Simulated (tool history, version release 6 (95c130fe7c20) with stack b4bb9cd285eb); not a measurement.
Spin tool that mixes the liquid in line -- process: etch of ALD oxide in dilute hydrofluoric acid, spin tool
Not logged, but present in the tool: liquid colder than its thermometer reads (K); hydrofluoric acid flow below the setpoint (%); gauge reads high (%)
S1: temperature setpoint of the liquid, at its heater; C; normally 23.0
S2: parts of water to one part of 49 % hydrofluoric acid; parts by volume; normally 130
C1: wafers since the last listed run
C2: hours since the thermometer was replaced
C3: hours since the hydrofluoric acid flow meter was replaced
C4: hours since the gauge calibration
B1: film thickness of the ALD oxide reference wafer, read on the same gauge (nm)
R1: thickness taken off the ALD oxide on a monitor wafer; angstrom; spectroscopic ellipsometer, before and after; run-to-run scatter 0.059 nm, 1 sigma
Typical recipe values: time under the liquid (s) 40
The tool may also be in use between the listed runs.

{"run": 1, "hour": 0.0, "S1": 23.0, "S2": 130, "time under the liquid (s)": 40, "C1": 0, "C2": 1316.7, "C3": 188.9, "C4": 556.9, "B1": 100.03, "R1": 92.6}
{"run": 2, "hour": 70.7, "S1": 23.0, "S2": 130, "time under the liquid (s)": 40, "C1": 629, "C2": 1387.4, "C3": 259.6, "C4": 627.6, "B1": 100.01, "R1": 93.0}
{"run": 3, "hour": 293.9, "S1": 23.0, "S2": 130, "time under the liquid (s)": 40, "C1": 1986, "C2": 1610.6, "C3": 482.8, "C4": 850.8, "B1": 99.98, "R1": 92.3}
{"hour": 425.5, "done": "hydrofluoric acid flow meter replaced"}
{"run": 4, "hour": 477.2, "S1": 23.0, "S2": 130, "time under the liquid (s)": 40, "C1": 1622, "C2": 1793.9, "C3": 51.7, "C4": 1034.1, "B1": 99.99, "R1": 91.8}
{"run": 5, "hour": 514.3, "S1": 23.0, "S2": 130, "time under the liquid (s)": 40, "C1": 330, "C2": 1831.0, "C3": 88.8, "C4": 1071.2, "B1": 99.99, "R1": 92.2}
{"run": 6, "hour": 553.5, "S1": 23.0, "S2": 130, "time under the liquid (s)": 40, "C1": 348, "C2": 1870.2, "C3": 128.0, "C4": 1110.4, "B1": 99.98, "R1": 91.7}
{"run": 7, "hour": 651.0, "S1": 23.0, "S2": 130, "time under the liquid (s)": 40, "C1": 867, "C2": 1967.7, "C3": 225.5, "C4": 1207.9, "B1": 99.99, "R1": 91.4}
{"run": 8, "hour": 712.4, "S1": 23.0, "S2": 130, "time under the liquid (s)": 40, "C1": 546, "C2": 2029.1, "C3": 286.9, "C4": 1269.3, "B1": 99.99, "R1": 91.5}
{"run": 9, "hour": 788.6, "S1": 23.0, "S2": 130, "time under the liquid (s)": 40, "C1": 678, "C2": 2105.3, "C3": 363.1, "C4": 1345.5, "B1": 100.02, "R1": 92.1}
{"run": 10, "hour": 869.4, "S1": 23.0, "S2": 130, "time under the liquid (s)": 40, "C1": 719, "C2": 2186.1, "C3": 443.9, "C4": 1426.3, "B1": 100.03, "R1": 91.4}
{"run": 11, "hour": 905.5, "S1": 23.0, "S2": 130, "time under the liquid (s)": 40, "C1": 321, "C2": 2222.2, "C3": 480.0, "C4": 1462.4, "B1": 99.99, "R1": 91.5}
{"run": 12, "hour": 1011.5, "S1": 23.0, "S2": 130, "time under the liquid (s)": 40, "C1": 943, "C2": 2328.2, "C3": 586.0, "C4": 1568.4, "B1": 100.0, "R1": 91.2}
{"hour": 1105.9, "done": "hydrofluoric acid flow meter replaced"}
{"run": 13, "hour": 1106.4, "S1": 23.0, "S2": 130, "time under the liquid (s)": 40, "C1": 835, "C2": 2423.1, "C3": 0.5, "C4": 1663.3, "B1": 99.99, "R1": 90.5}
{"run": 14, "hour": 1149.0, "S1": 23.0, "S2": 130, "time under the liquid (s)": 40, "C1": 379, "C2": 2465.7, "C3": 43.1, "C4": 1705.9, "B1": 100.0, "R1": 91.3}
{"run": 15, "hour": 1230.9, "S1": 21.0, "S2": 190, "time under the liquid (s)": 55, "C1": 728, "C2": 2547.6, "C3": 125.0, "C4": 1787.8, "B1": 100.0, "R1": 73.9}
{"run": 16, "hour": 1317.8, "S1": 23.0, "S2": 130, "time under the liquid (s)": 40, "C1": 773, "C2": 2634.5, "C3": 211.9, "C4": 1874.7, "B1": 100.01, "R1": 90.7}
{"hour": 1552.9, "done": "thermometer replaced"}
{"run": 17, "hour": 1641.0, "S1": 23.0, "S2": 65, "time under the liquid (s)": 15, "C1": 2867, "C2": 88.1, "C3": 535.1, "C4": 2197.9, "B1": 100.03, "R1": 76.2}
{"hour": 1687.8, "done": "hydrofluoric acid flow meter replaced"}
{"run": 18, "hour": 1731.9, "S1": 18.5, "S2": 155, "time under the liquid (s)": 30, "C1": 800, "C2": 179.0, "C3": 44.1, "C4": 2288.8, "B1": 100.02, "R1": 47.8}
{"run": 19, "hour": 1839.7, "S1": 27.5, "S2": 130, "time under the liquid (s)": 40, "C1": 959, "C2": 286.8, "C3": 151.9, "C4": 2396.6, "B1": 100.01, "R1": 111.4}
{"run": 20, "hour": 1892.9, "S1": 23.0, "S2": 130, "time under the liquid (s)": 40, "C1": 473, "C2": 340.0, "C3": 205.1, "C4": 2449.8, "B1": 100.0, "R1": 94.3}
{"run": 21, "hour": 1942.9, "S1": 23.0, "S2": 130, "time under the liquid (s)": 50, "C1": 444, "C2": 390.0, "C3": 255.1, "C4": 2499.8, "B1": 100.01, "R1": 117.7}
{"run": 22, "hour": 2048.1, "S1": 23.0, "S2": 180, "time under the liquid (s)": 15, "C1": 936, "C2": 495.2, "C3": 360.3, "C4": 2605.0, "B1": 100.0, "R1": 23.7}
{"run": 23, "hour": 2120.4, "S1": 23.0, "S2": 130, "time under the liquid (s)": 40, "C1": 643, "C2": 567.5, "C3": 432.6, "C4": 2677.3, "B1": 100.01, "R1": 93.3}
{"run": 24, "hour": 2206.2, "S1": 23.0, "S2": 130, "time under the liquid (s)": 40, "C1": 763, "C2": 653.3, "C3": 518.4, "C4": 2763.1, "B1": 100.0, "R1": 93.1}
{"run": 25, "hour": 2278.1, "S1": 23.0, "S2": 130, "time under the liquid (s)": 40, "C1": 639, "C2": 725.2, "C3": 590.3, "C4": 2835.0, "B1": 100.02, "R1": 93.0}
{"hour": 2351.5, "done": "gauge calibrated"}
{"run": 26, "hour": 2370.9, "S1": 26.5, "S2": 95, "time under the liquid (s)": 55, "C1": 825, "C2": 818.0, "C3": 683.1, "C4": 19.4, "B1": 100.01, "R1": 209.4}
{"hour": 2379.6, "done": "hydrofluoric acid flow meter replaced"}
{"run": 27, "hour": 2433.0, "S1": 25.0, "S2": 110, "time under the liquid (s)": 50, "C1": 543, "C2": 880.1, "C3": 53.4, "C4": 81.5, "B1": 100.0, "R1": 152.1}
{"run": 28, "hour": 2506.6, "S1": 23.0, "S2": 130, "time under the liquid (s)": 40, "C1": 655, "C2": 953.7, "C3": 127.0, "C4": 155.1, "B1": 100.0, "R1": 92.0}
{"run": 29, "hour": 2649.4, "S1": 23.0, "S2": 130, "time under the liquid (s)": 40, "C1": 1270, "C2": 1096.5, "C3": 269.8, "C4": 297.9, "B1": 100.0, "R1": 91.5}
{"run": 30, "hour": 2735.4, "S1": 26.0, "S2": 100, "time under the liquid (s)": 60, "C1": 765, "C2": 1182.5, "C3": 355.8, "C4": 383.9, "B1": 99.99, "R1": 209.9}
{"run": 31, "hour": 2827.5, "S1": 26.0, "S2": 130, "time under the liquid (s)": 50, "C1": 819, "C2": 1274.6, "C3": 447.9, "C4": 476.0, "B1": 100.02, "R1": 129.1}
{"run": 32, "hour": 2901.4, "S1": 27.0, "S2": 100, "time under the liquid (s)": 20, "C1": 657, "C2": 1348.5, "C3": 521.8, "C4": 549.9, "B1": 100.02, "R1": 71.8}
{"run": 33, "hour": 2973.1, "S1": 24.5, "S2": 150, "time under the liquid (s)": 40, "C1": 638, "C2": 1420.2, "C3": 593.5, "C4": 621.6, "B1": 99.99, "R1": 82.2}
{"hour": 2999.8, "done": "hydrofluoric acid flow meter replaced"}
{"run": 34, "hour": 3076.4, "S1": 27.0, "S2": 165, "time under the liquid (s)": 30, "C1": 910, "C2": 1523.5, "C3": 76.6, "C4": 724.9, "B1": 99.99, "R1": 60.2}

Entry by entry between the runs, the difference in hidden state between the last listed run before and the first listed run after:
From run 3 to run 4: hydrofluoric acid flow meter replaced (hour 425.5)
  liquid colder than its thermometer reads (K): 0.879 -> 0.977
  what was measured, less what the result would be without the hidden state, R1: -3.3 -> -3.6 angstrom
From run 12 to run 13: hydrofluoric acid flow meter replaced (hour 1105.9)
  liquid colder than its thermometer reads (K): 1.26 -> 1.31
  what was measured, less what the result would be without the hidden state, R1: -4.7 -> -4.8 angstrom
From run 16 to run 17: thermometer replaced (hour 1552.9)
  liquid colder than its thermometer reads (K): 1.43 -> 0.351
  what was measured, less what the result would be without the hidden state, R1: -5.3 -> -1.1 angstrom
From run 17 to run 18: hydrofluoric acid flow meter replaced (hour 1687.8)
  liquid colder than its thermometer reads (K): 0.351 -> 0.4
  what was measured, less what the result would be without the hidden state, R1: -1.1 -> -0.7 angstrom
From run 25 to run 26: gauge calibrated (hour 2351.5)
  liquid colder than its thermometer reads (K): 0.692 -> 0.742
  what was measured, less what the result would be without the hidden state, R1: -2.5 -> -6.1 angstrom
From run 26 to run 27: hydrofluoric acid flow meter replaced (hour 2379.6)
  liquid colder than its thermometer reads (K): 0.742 -> 0.775
  what was measured, less what the result would be without the hidden state, R1: -6.1 -> -4.7 angstrom
From run 33 to run 34: hydrofluoric acid flow meter replaced (hour 2999.8)
  liquid colder than its thermometer reads (K): 1.06 -> 1.12
  what was measured, less what the result would be without the hidden state, R1: -3.4 -> -2.6 angstrom

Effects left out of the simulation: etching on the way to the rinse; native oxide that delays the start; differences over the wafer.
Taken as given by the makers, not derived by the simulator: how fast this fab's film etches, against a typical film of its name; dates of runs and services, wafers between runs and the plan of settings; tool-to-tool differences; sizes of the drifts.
